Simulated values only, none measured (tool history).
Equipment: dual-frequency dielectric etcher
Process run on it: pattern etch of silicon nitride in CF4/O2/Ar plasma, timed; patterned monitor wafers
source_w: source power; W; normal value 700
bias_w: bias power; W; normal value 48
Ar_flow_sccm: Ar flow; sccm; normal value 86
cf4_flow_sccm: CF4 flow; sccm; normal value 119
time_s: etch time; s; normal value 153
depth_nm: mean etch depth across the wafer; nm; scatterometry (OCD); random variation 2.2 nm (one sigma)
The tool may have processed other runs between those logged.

run,hour,source_w,bias_w,Ar_flow_sccm,cf4_flow_sccm,time_s,"read-back reference wafer on the same gauge, depth_nm",depth_nm
1,0,700,40,86,119,153,468.8,349.8
2,7.3,700,48,86,119,153,469.1,374.3
3,23.1,700,48,86,119,153,468.5,374.9
4,35.8,610,56,86,119,153,468.1,354.2
5,47.6,610,56,86,119,153,468.7,356.3
6,63.1,610,56,86,119,153,468.7,352.9
# hour 82.5: bias power generator calibrated
# hour 90: gauge calibrated
# hour 91.5: wet clean of the chamber
# hour 92: CF4 flow controller replaced
7,92.5,700,48,86,119,153,469.5,392.6
8,92.8,700,48,86,119,153,469.9,396.2
# hour 99.6: source power generator calibrated
9,103.4,700,48,86,119,153,469.4,392.2
10,111.2,570,48,86,119,153,469.1,327.5
11,126.6,700,48,86,145,153,469.7,399.5
# hour 152.1: upper electrode replaced, of another model than before
12,152.6,700,60,86,133,153,469,442.4
13,152.9,700,52,93,133,153,469.2,406.8
14,155,700,48,86,119,153,468.3,392.1
# hour 167.9: Ar flow controller replaced
15,170,700,54,98,119,195.5,469.4,524.3
16,178.6,540,42,74,119,185,468.8,391.6
17,191.2,700,48,86,119,153,468.9,389.1
18,207.8,700,48,86,119,153,468.6,391.1
19,223.4,580,48,86,93,181,469.9,405

Per-run results on a tool with no hidden state, each run keeping its own random variation:
Hidden state at play: etch rate over this chamber's usual, %; source power that arrives over what is set, %; bias power that arrives over what is set, %; Ar flow that arrives over what is set, %; CF4 flow that arrives over what is set, %; gauge reads high (%).
run,depth_nm
1,365
2,390.9
3,392.3
4,371.2
5,374
6,371.1
7,392.9
8,396.5
9,393
10,328.5
11,401.4
12,445.9
13,410
14,395.4
15,529.6
16,395.9
17,394
18,396.8
19,411.7
